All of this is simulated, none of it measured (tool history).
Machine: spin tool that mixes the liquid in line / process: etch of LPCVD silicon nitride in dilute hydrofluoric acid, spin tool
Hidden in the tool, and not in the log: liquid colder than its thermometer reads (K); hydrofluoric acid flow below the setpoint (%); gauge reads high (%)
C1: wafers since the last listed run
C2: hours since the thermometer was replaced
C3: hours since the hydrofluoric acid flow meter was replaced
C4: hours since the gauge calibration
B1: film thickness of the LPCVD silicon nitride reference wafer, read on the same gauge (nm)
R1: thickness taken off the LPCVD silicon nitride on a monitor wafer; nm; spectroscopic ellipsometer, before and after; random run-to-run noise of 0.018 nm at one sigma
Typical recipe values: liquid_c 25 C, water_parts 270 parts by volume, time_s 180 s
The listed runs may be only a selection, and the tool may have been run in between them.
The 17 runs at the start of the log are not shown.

{"run": 18, "hour": 1220.3, "liquid_c": 25, "water_parts": 270, "time_s": 180, "C1": 626, "C2": 631.5, "C3": 476.8, "C4": 1900.4, "B1": 149.972, "R1": 0.333}
{"run": 19, "hour": 1319.9, "liquid_c": 25, "water_parts": 270, "time_s": 85, "C1": 826, "C2": 731.1, "C3": 576.4, "C4": 2000, "B1": 149.981, "R1": 0.138}
{"hour": 1321.8, "done": "hydrofluoric acid flow meter replaced"}
{"run": 20, "hour": 1425.4, "liquid_c": 29.5, "water_parts": 270, "time_s": 180, "C1": 866, "C2": 836.6, "C3": 103.6, "C4": 2105.5, "B1": 150.011, "R1": 0.397}
{"run": 21, "hour": 1529.4, "liquid_c": 29, "water_parts": 270, "time_s": 180, "C1": 862, "C2": 940.6, "C3": 207.6, "C4": 2209.5, "B1": 150.009, "R1": 0.394}
{"run": 22, "hour": 1603.8, "liquid_c": 27.5, "water_parts": 370, "time_s": 235, "C1": 617, "C2": 1015, "C3": 282, "C4": 2283.9, "B1": 150.027, "R1": 0.321}
{"hour": 1661.2, "done": "gauge calibrated"}
{"run": 23, "hour": 1710.1, "liquid_c": 23, "water_parts": 170, "time_s": 180, "C1": 881, "C2": 1121.3, "C3": 388.3, "C4": 48.9, "B1": 150.02, "R1": 0.439}
{"run": 24, "hour": 1761.8, "liquid_c": 25, "water_parts": 230, "time_s": 120, "C1": 428, "C2": 1173, "C3": 440, "C4": 100.6, "B1": 149.985, "R1": 0.222}
{"run": 25, "hour": 1800.3, "liquid_c": 23, "water_parts": 140, "time_s": 180, "C1": 319, "C2": 1211.5, "C3": 478.5, "C4": 139.1, "B1": 150.009, "R1": 0.532}
{"hour": 1837.5, "done": "thermometer replaced"}
{"run": 26, "hour": 1859.3, "liquid_c": 21, "water_parts": 270, "time_s": 75, "C1": 481, "C2": 21.8, "C3": 537.5, "C4": 198.1, "B1": 149.938, "R1": 0.1}
{"hour": 1885.8, "done": "hydrofluoric acid flow meter replaced"}
{"run": 27, "hour": 1937.7, "liquid_c": 25, "water_parts": 270, "time_s": 180, "C1": 641, "C2": 100.2, "C3": 51.9, "C4": 276.5, "B1": 149.997, "R1": 0.295}
{"run": 28, "hour": 2007.3, "liquid_c": 29.5, "water_parts": 210, "time_s": 150, "C1": 577, "C2": 169.8, "C3": 121.5, "C4": 346.1, "B1": 150.015, "R1": 0.44}
{"run": 29, "hour": 2046.2, "liquid_c": 20.5, "water_parts": 335, "time_s": 250, "C1": 322, "C2": 208.7, "C3": 160.4, "C4": 385, "B1": 149.992, "R1": 0.248}
{"run": 30, "hour": 2092.1, "liquid_c": 25, "water_parts": 270, "time_s": 180, "C1": 380, "C2": 254.6, "C3": 206.3, "C4": 430.9, "B1": 149.99, "R1": 0.264}
{"run": 31, "hour": 2178.7, "liquid_c": 28, "water_parts": 155, "time_s": 275, "C1": 718, "C2": 341.2, "C3": 292.9, "C4": 517.5, "B1": 149.953, "R1": 0.942}
{"run": 32, "hour": 2283.6, "liquid_c": 29.5, "water_parts": 185, "time_s": 75, "C1": 869, "C2": 446.1, "C3": 397.8, "C4": 622.4, "B1": 150.032, "R1": 0.253}
{"run": 33, "hour": 2367.3, "liquid_c": 21, "water_parts": 350, "time_s": 180, "C1": 694, "C2": 529.8, "C3": 481.5, "C4": 706.1, "B1": 149.987, "R1": 0.196}

Consider 3 possible next runs. They are alternatives, not a sequence: every one starts from the tool as it was left by run 33. What does each give?
{"run": "A", "hour": 2367.8, "liquid_c": 25, "water_parts": 270, "time_s": 180, "C1": 4, "C2": 530.3, "C3": 482, "C4": 706.6, "B1": "?", "R1": "?"}
{"run": "B", "hour": 2367.8, "liquid_c": 26.5, "water_parts": 355, "time_s": 80, "C1": 4, "C2": 530.3, "C3": 482, "C4": 706.6, "B1": "?", "R1": "?"}
{"run": "C", "hour": 2367.8, "liquid_c": 28.5, "water_parts": 225, "time_s": 245, "C1": 4, "C2": 530.3, "C3": 482, "C4": 706.6, "B1": "?", "R1": "?"}

run=A B1=150.012 R1=0.336
run=B B1=150.012 R1=0.124
run=C B1=150.012 R1=0.68
What these runs would have given with no unlogged condition in the tool:
run=A R1=0.336
run=B R1=0.124
run=C R1=0.68
